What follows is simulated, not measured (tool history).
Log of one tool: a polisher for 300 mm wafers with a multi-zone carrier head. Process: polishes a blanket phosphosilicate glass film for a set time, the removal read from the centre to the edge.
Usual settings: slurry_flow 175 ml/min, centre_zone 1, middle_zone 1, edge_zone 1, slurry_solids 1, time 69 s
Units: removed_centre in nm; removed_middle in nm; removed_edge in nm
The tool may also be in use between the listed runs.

run	hour	slurry_flow	centre_zone	middle_zone	edge_zone	slurry_solids	time	wafers since the last listed run	wafers polished on this pad	hours since the slurry nozzle was cleaned	hours since the centre zone pressure was calibrated	hours since the edge zone pressure was calibrated	hours since the carrier head's membrane was replaced	incoming thickness of the incoming film, nm	removed_centre	removed_middle	removed_edge
1	0	175	1	1	1	1	69	0	1468	205.5	512.3	144.8	772.9	3915.9	640.9	662.1	682.3
# hour 67.8: slurry nozzle cleaned
2	83.4	175	1	1	1	1	69	919	2388	15.6	595.7	228.2	856.3	3940.4	633	662.6	659.6
# hour 161.7: worn pad replaced by a new one
3	178.4	135	1.08	1	1	1	69	1015	185	110.6	690.7	323.2	951.3	3922.8	667.5	651.5	644.7
4	248.1	135	1.08	1	1	1	69	778	964	180.3	760.4	392.9	1021	3917.8	680.9	660.2	648.4
# hour 310.6: slurry nozzle cleaned
5	317.2	175	1	1	1	1	69	760	1724	6.6	829.5	462	1090.1	3934.2	624.9	671.2	671.6
6	377.4	175	1	1	1	1	69	672	2396	66.8	889.7	522.2	1150.3	3905.6	622.5	664	667.2
# hour 408.4: worn pad replaced by a new one
# hour 431.2: edge zone pressure recalibrated
7	495.8	175	1	1	1	1	63	1254	953	185.2	1008.1	64.6	1268.7	3849.8	568.6	612	601.6
8	585.8	175	1	1	1	1	63	1004	1958	275.2	1098.1	154.6	1358.7	3951.5	564.4	613.8	620.6
# hour 609.5: slurry nozzle cleaned
# hour 634.7: carrier head's membrane replaced by a new one
9	688.3	155	1	1	1	1.1	69	1077	3035	78.8	1200.6	257.1	53.6	3897.2	632.7	700.5	687.6
# hour 722.8: worn pad replaced by a new one
10	764.3	175	1.04	1.07	1	1	81	803	463	154.8	1276.6	333.1	129.6	3896.8	765.8	833	792
11	802.6	175	0.91	1	1	1	69	427	891	193.1	1314.9	371.4	167.9	3932.2	539.7	680.9	666.8
12	872.7	175	1	1	1	0.75	69	782	1674	263.2	1385	441.5	238	3871.5	516	560.4	554.4
# hour 885.3: centre zone pressure recalibrated
# hour 886.1: slurry nozzle cleaned
# hour 946: edge zone pressure recalibrated
13	960.2	175	0.94	1	1	1	69	923	2597	74.1	74.9	14.2	325.5	3870.5	628.3	672.9	662.6
# hour 1041.8: worn pad replaced by a new one
14	1052.7	175	1	1	1	1	69	988	122	166.6	167.4	106.7	418	3908.3	653.7	672.1	671.5
15	1098.4	230	1	1	1	0.75	79	510	632	212.3	213.1	152.4	463.7	3827.1	644.5	660.3	651.1
# hour 1162.1: slurry nozzle cleaned
# hour 1283.3: worn pad replaced by a new one
16	1293.2	175	1	1	1.05	1.2	69	2119	110	131.1	407.9	347.2	658.5	3832.1	684.3	724.9	743
17	1391.2	150	1.04	1.09	1	1	60	1094	1204	229.1	505.9	445.2	756.5	3904.4	565.1	621.3	576.3

5 ways to go on from here, each from the tool as it stands after run 17. What would each give?
A	1391.6	175	1	1	1	1	69	4	1209	229.5	506.3	445.6	756.9	3860.4	?	?	?
B	1391.6	175	1	1	1.1	1	69	4	1209	229.5	506.3	445.6	756.9	3860.4	?	?	?
C	1391.6	175	1	1.04	1	1.2	69	4	1209	229.5	506.3	445.6	756.9	3860.4	?	?	?
D	1391.6	175	1	1	1.11	1	69	4	1209	229.5	506.3	445.6	756.9	3860.4	?	?	?
E	1391.6	155	0.91	1	0.92	1	69	4	1209	229.5	506.3	445.6	756.9	3860.4	?	?	?

run	removed_centre	removed_middle	removed_edge
A	633	672.7	685.6
B	633	672.6	718.6
C	692.5	760.6	749.4
D	633	672.6	722
E	567.5	665	653.3
Without the tool's hidden state the same runs would have given:
run	removed_centre	removed_middle	removed_edge
A	673.8	672.5	685.6
B	673.8	672.4	718.6
C	737.1	760.3	749.4
D	673.8	672.4	722
E	604.4	664.8	653.3

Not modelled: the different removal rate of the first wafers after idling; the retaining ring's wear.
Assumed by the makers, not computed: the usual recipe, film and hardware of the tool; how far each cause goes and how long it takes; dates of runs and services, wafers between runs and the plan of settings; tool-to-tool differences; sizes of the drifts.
